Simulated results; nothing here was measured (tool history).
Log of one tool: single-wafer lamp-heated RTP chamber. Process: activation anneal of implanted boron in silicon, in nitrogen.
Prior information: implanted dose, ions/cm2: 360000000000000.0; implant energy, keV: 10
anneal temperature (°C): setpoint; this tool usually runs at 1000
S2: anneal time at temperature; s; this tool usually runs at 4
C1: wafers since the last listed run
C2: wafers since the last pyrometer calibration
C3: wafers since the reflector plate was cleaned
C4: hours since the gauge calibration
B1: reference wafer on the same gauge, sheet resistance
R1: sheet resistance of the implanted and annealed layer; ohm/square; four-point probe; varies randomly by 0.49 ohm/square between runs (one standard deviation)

run 1 day=0.000 | anneal_temperature_(°C)=1000 S2=3 | C1=0 C2=5124 C3=9717 C4=138.3 | B1=348.87 | R1=329.01
run 2 day=0.388 | anneal_temperature_(°C)=1000 S2=4 | C1=120 C2=5244 C3=9838 C4=147.6 | B1=349.11 | R1=329.07
run 3 day=1.038 | anneal_temperature_(°C)=1000 S2=4 | C1=201 C2=5446 C3=10040 C4=163.2 | B1=349.03 | R1=328.58
-- day=1.050 gauge calibrated
run 4 day=1.329 | anneal_temperature_(°C)=1000 S2=4 | C1=90 C2=5536 C3=10130 C4=6.7 | B1=349.04 | R1=329.59
run 5 day=1.846 | anneal_temperature_(°C)=987 S2=4 | C1=160 C2=5697 C3=10291 C4=19.1 | B1=349.03 | R1=335.32
run 6 day=2.225 | anneal_temperature_(°C)=987 S2=4 | C1=117 C2=5814 C3=10408 C4=28.2 | B1=349.16 | R1=336.58
-- day=3.775 reflector plate cleaned
run 7 day=4.417 | anneal_temperature_(°C)=1000 S2=5 | C1=577 C2=6392 C3=199 C4=80.8 | B1=349.01 | R1=328.61
run 8 day=5.488 | anneal_temperature_(°C)=1023 S2=4 | C1=332 C2=6724 C3=531 C4=106.5 | B1=348.85 | R1=324.13
run 9 day=6.092 | anneal_temperature_(°C)=1023 S2=4 | C1=187 C2=6912 C3=719 C4=121.0 | B1=348.82 | R1=324.95
run 10 day=6.617 | anneal_temperature_(°C)=984 S2=3 | C1=163 C2=7075 C3=882 C4=133.6 | B1=349.13 | R1=338.08
-- day=7.558 pyrometer window cleaned and pyrometer calibrated
run 11 day=7.579 | anneal_temperature_(°C)=1000 S2=4 | C1=195 C2=7 C3=1077 C4=156.7 | B1=349.08 | R1=329.40
run 12 day=7.871 | anneal_temperature_(°C)=985 S2=3 | C1=90 C2=97 C3=1168 C4=163.7 | B1=349.01 | R1=338.50
-- day=7.879 gauge calibrated
run 13 day=8.250 | anneal_temperature_(°C)=1000 S2=6 | C1=117 C2=215 C3=1285 C4=8.9 | B1=348.89 | R1=327.85
run 14 day=8.717 | anneal_temperature_(°C)=1024 S2=5 | C1=144 C2=360 C3=1430 C4=20.1 | B1=349.09 | R1=323.72
run 15 day=9.346 | anneal_temperature_(°C)=979 S2=3 | C1=195 C2=555 C3=1626 C4=35.2 | B1=348.96 | R1=343.71
run 16 day=9.667 | anneal_temperature_(°C)=1016 S2=4 | C1=99 C2=655 C3=1725 C4=42.9 | B1=348.75 | R1=324.81
run 17 day=10.058 | anneal_temperature_(°C)=1020 S2=3 | C1=121 C2=776 C3=1847 C4=52.3 | B1=348.89 | R1=325.52
run 18 day=10.338 | anneal_temperature_(°C)=971 S2=3 | C1=86 C2=863 C3=1934 C4=59.0 | B1=349.05 | R1=353.38

Describe how what the log doesn't record of the tool's condition differs between the last listed run preceding each entry between runs and the first listed run following it.
Run 3 -> run 4: gauge calibrated (day 1.050)
  no hidden state differs between the two runs
Run 6 -> run 7: reflector plate cleaned (day 3.775)
  no hidden state differs between the two runs
Run 10 -> run 11: pyrometer window cleaned and pyrometer calibrated (day 7.558)
  no hidden state differs between the two runs
Run 12 -> run 13: gauge calibrated (day 7.879)
  no hidden state differs between the two runs
